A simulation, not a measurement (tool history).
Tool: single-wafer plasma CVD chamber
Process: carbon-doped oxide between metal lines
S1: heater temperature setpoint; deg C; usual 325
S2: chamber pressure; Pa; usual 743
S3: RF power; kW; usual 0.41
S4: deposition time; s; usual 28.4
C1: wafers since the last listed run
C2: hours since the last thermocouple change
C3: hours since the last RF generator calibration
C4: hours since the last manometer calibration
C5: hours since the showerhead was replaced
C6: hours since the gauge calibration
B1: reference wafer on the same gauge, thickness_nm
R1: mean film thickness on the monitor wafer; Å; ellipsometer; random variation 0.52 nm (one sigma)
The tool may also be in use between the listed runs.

run,hour,S1,S2,S3,S4,C1,C2,C3,C4,C5,C6,B1,R1
1,0,325,743,0.41,25.5,0,2589.2,1819.7,1587.1,4267.1,253,161.975,1187.69
# hour 19: RF generator calibrated
2,19.5,325,743,0.41,25.5,375,2608.7,0.5,1606.6,4286.6,272.5,162.153,1256.24
3,23.4,325,743,0.41,28.4,127,2612.6,4.4,1610.5,4290.5,276.4,161.985,1397.38
4,32.1,325,743,0.41,28.4,284,2621.3,13.1,1619.2,4299.2,285.1,161.893,1396
5,41.9,319,885,0.35,28.4,320,2631.1,22.9,1629,4309,294.9,161.753,1331.76
6,56.8,337,743,0.41,28.4,486,2646,37.8,1643.9,4323.9,309.8,161.886,1325.7
7,74,325,743,0.41,30.4,561,2663.2,55,1661.1,4341.1,327,162.067,1483.3
8,88.4,325,743,0.41,28.4,470,2677.6,69.4,1675.5,4355.5,341.4,161.926,1386.59
9,103.6,325,743,0.41,28.4,496,2692.8,84.6,1690.7,4370.7,356.6,162.081,1387.7
10,116.1,325,649,0.41,28.4,408,2705.3,97.1,1703.2,4383.2,369.1,162.188,1371.77
11,133.2,334,625,0.41,28.4,558,2722.4,114.2,1720.3,4400.3,386.2,162.146,1311.76
12,145.7,325,743,0.41,25.5,408,2734.9,126.7,1732.8,4412.8,398.7,162.119,1238.7
13,153.6,325,743,0.41,28.4,258,2742.8,134.6,1740.7,4420.7,406.6,162.116,1379.3
# hour 165.9: capacitance manometer re-zeroed and calibrated
14,166.4,329,811,0.435,28.4,156,2755.6,147.4,0.5,4433.5,419.4,162.091,1425.76
15,173.2,311,581,0.445,31.2,222,2762.4,154.2,7.3,4440.3,426.2,161.785,1644.59
# hour 179.3: gauge calibrated
16,187.9,319,743,0.41,28.4,480,2777.1,168.9,22,4455,8.6,161.934,1424.07
# hour 201.5: thermocouple changed; heater temperature recalibrated
17,202,325,825,0.41,28.4,199,0.5,183,36.1,4469.1,22.7,161.888,1395.34
18,217.4,336,743,0.41,25.6,503,15.9,198.4,51.5,4484.5,38.1,162.306,1201.34
19,226.8,325,743,0.41,31.4,307,25.3,207.8,60.9,4493.9,47.5,161.89,1544.07
# hour 243.3: showerhead replaced
20,259.5,337,743,0.41,26.4,807,58,240.5,93.6,16.2,80.2,162.116,1236.1
21,287.8,332,587,0.41,28.4,924,86.3,268.8,121.9,44.5,108.5,161.862,1307.82
22,293.9,325,592,0.37,28.4,199,92.4,274.9,128,50.6,114.6,161.768,1266.87
23,304.7,325,743,0.41,28.4,352,103.2,285.7,138.8,61.4,125.4,162.166,1384.28
24,337.5,319,860,0.485,24.2,1071,136,318.5,171.6,94.2,158.2,161.871,1366.8
25,351.6,334,625,0.41,28.4,460,150.1,332.6,185.7,108.3,172.3,161.792,1293.79
26,358.4,318,659,0.365,34,222,156.9,339.4,192.5,115.1,179.1,162.017,1561.4
27,376,325,743,0.41,28.4,575,174.5,357,210.1,132.7,196.7,162.25,1387.37

The same runs without the tool's hidden state, with the same run-to-run variation:
The hidden state here: wafer temperature above the value expected at the setpoint (K); delivered RF power above the setpoint (%); true pressure above the setpoint (%); gauge reads high (%).
run,R1
1,1255.5
2,1258.51
3,1400.07
4,1399.04
5,1335.17
6,1329.55
7,1488.35
8,1391.89
9,1393.63
10,1378.14
11,1318.51
12,1245.53
13,1387.23
14,1434.49
15,1654.99
16,1433.69
17,1405.35
18,1210.51
19,1556.28
20,1247.08
21,1320.53
22,1279.91
23,1398.43
24,1380.02
25,1308.83
26,1580.61
27,1404.51
